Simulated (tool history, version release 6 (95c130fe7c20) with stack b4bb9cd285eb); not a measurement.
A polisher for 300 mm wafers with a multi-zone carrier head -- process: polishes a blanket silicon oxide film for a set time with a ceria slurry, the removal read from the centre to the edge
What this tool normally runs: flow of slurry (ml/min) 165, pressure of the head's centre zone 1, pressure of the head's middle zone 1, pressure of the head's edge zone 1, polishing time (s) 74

run,hour,flow of slurry (ml/min),pressure of the head's centre zone,pressure of the head's middle zone,pressure of the head's edge zone,polishing time (s),"incoming thickness of the incoming film, nm",film removed at the wafer's centre (angstrom),film removed at mid-radius (angstrom),film removed at the wafer's edge (angstrom)
1,0,140,1,1,1,74,1670.1,3786,4101,4204
2,8.4,140,1,1,1,74,1706,3879,4108,4184
3,16.6,165,1,1,1,74,1669.6,3977,4182,4311
4,30.4,165,1,1,1,74,1657.2,4004,4133,4198
5,47.2,165,1,1,1,74,1666.6,3860,4091,4134
6,62.7,165,1.05,1,1,74,1684.9,3915,3932,4135
7,78.4,165,1.05,1,1,74,1707.8,3949,3961,4057
8,85.6,165,1,1,1,74,1706.2,3753,3934,4030
# hour 92: edge zone pressure recalibrated
# hour 92.1: worn pad replaced by a new one
9,101.2,200,1.12,1.08,1.09,74,1695.4,5143,4966,5072
10,117.9,165,1,1,1,99,1698.7,5600,5971,6175
11,126,205,1,1,1,74,1672.3,4590,4708,4815
12,132,165,1,1,1,74,1708.4,4298,4416,4601

Run 13, settings as shown, results not yet in. Your forecast:
# hour 149.1: carrier head's membrane replaced by a new one
# hour 167.3: slurry nozzle cleaned
13,167.6,205,1,1,1,74,1692.5,?,?,?

Run 13 came out at film removed at the wafer's centre (angstrom) 4982, film removed at mid-radius (angstrom) 5194, film removed at the wafer's edge (angstrom) 5096.
Had the tool carried no hidden state, the very same run would have given film removed at the wafer's centre (angstrom) 5301, film removed at mid-radius (angstrom) 5517, film removed at the wafer's edge (angstrom) 5392.

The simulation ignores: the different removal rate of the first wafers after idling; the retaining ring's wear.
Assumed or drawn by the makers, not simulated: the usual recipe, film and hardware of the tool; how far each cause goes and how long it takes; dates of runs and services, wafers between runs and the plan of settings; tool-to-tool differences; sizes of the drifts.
